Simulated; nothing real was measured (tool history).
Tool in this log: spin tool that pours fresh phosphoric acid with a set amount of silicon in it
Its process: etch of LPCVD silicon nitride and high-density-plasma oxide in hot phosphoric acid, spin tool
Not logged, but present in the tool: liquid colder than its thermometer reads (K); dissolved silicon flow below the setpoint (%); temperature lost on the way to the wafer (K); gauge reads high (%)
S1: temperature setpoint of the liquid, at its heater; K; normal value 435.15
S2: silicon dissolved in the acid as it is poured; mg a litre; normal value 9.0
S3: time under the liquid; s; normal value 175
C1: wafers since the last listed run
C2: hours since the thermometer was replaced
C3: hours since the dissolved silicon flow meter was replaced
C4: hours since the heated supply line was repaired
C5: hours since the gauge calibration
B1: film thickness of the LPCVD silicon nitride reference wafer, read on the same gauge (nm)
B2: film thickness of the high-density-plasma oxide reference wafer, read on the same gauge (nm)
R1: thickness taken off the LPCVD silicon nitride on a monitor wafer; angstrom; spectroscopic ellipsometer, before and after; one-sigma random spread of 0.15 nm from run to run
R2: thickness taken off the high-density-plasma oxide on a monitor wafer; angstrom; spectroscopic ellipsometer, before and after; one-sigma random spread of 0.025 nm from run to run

run,day,S1,S2,S3,C1,C2,C3,C4,C5,B1,B2,R1,R2
1,0.000,435.15,9.0,175,0,695.2,1046.7,1277.0,683.7,50.00,149.970,145.6,8.00
2,1.954,435.15,9.0,175,265,742.1,1093.6,1323.9,730.6,49.99,150.003,146.1,7.46
# day 2.038: heated supply line repaired
3,4.596,435.15,9.0,175,352,805.5,1157.0,61.4,794.0,50.05,150.010,151.7,8.40
# day 5.696: thermometer replaced
4,6.529,435.15,9.0,175,256,20.0,1203.4,107.8,840.4,50.01,149.949,150.8,8.41
5,8.371,435.15,9.0,175,249,64.2,1247.6,152.0,884.6,49.99,149.998,153.5,8.77
6,9.512,435.15,9.0,175,154,91.6,1275.0,179.4,912.0,50.02,150.004,150.1,8.25
7,11.812,433.15,3.0,260,312,146.8,1330.2,234.6,967.2,50.01,149.996,210.4,11.59
8,13.067,437.15,11.0,75,170,176.9,1360.3,264.7,997.3,50.02,150.007,68.6,4.03
9,14.688,435.15,4.5,175,219,215.8,1399.2,303.6,1036.2,50.03,150.044,147.3,9.03
10,15.688,435.15,9.0,175,135,239.8,1423.2,327.6,1060.2,50.03,149.993,151.3,8.69
11,18.488,433.15,13.5,105,380,307.0,1490.4,394.8,1127.4,50.01,150.023,83.2,4.16
# day 19.483: dissolved silicon flow meter replaced
12,20.796,434.15,6.0,220,307,362.4,31.5,450.2,1182.8,50.01,149.972,177.8,9.82
13,22.333,435.15,2.5,205,208,399.3,68.4,487.1,1219.7,49.95,150.045,177.9,10.67
14,28.925,435.15,14.0,175,894,557.5,226.6,645.3,1377.9,49.97,149.960,151.3,7.35
# day 29.650: gauge calibrated
15,31.125,435.15,9.0,175,298,610.3,279.4,698.1,35.4,50.01,150.049,146.4,8.29
16,32.538,435.15,9.0,175,191,644.2,313.3,732.0,69.3,50.03,149.983,146.9,8.15
17,35.100,437.65,9.0,175,347,705.7,374.8,793.5,130.8,50.02,149.988,158.4,9.56
18,36.254,437.65,9.0,175,156,733.4,402.5,821.2,158.5,50.03,150.025,159.5,9.54
# day 36.600: thermometer replaced
19,38.508,435.15,3.0,245,300,45.8,456.6,875.3,212.6,50.00,149.998,203.6,12.84
20,40.742,435.15,3.5,175,303,99.4,510.2,928.9,266.2,50.00,150.036,147.5,9.42
21,49.288,432.65,7.0,220,1159,304.5,715.3,1134.0,471.3,49.95,149.981,170.0,8.38
22,50.633,433.15,14.0,110,182,336.8,747.6,1166.3,503.6,50.01,149.980,85.8,3.80

Entry by entry between the runs, the difference in hidden state between the last listed run before and the first listed run after:
Logged between run 2 and run 3: heated supply line repaired (day 2.038)
  temperature lost on the way to the wafer (K): 1.5 -> 0.166
  measured result minus the result with no hidden state, R1: -7.5 -> -0.8 angstrom; R2: -0.87 -> -0.11 angstrom
Logged between run 3 and run 4: thermometer replaced (day 5.696)
  temperature lost on the way to the wafer (K): 0.166 -> 0.216
  measured result minus the result with no hidden state, R1: -0.8 -> -1.1 angstrom; R2: -0.11 -> -0.14 angstrom
Logged between run 11 and run 12: dissolved silicon flow meter replaced (day 19.483)
  temperature lost on the way to the wafer (K): 0.523 -> 0.582
  measured result minus the result with no hidden state, R1: -1.4 -> -3.5 angstrom; R2: -0.17 -> -0.43 angstrom
Logged between run 14 and run 15: gauge calibrated (day 29.650)
  temperature lost on the way to the wafer (K): 0.79 -> 0.847
  measured result minus the result with no hidden state, R1: -4.1 -> -4.2 angstrom; R2: -0.44 -> -0.54 angstrom
Logged between run 18 and run 19: thermometer replaced (day 36.600)
  temperature lost on the way to the wafer (K): 0.979 -> 1.04
  measured result minus the result with no hidden state, R1: -5.2 -> -7.2 angstrom; R2: -0.71 -> -1.02 angstrom
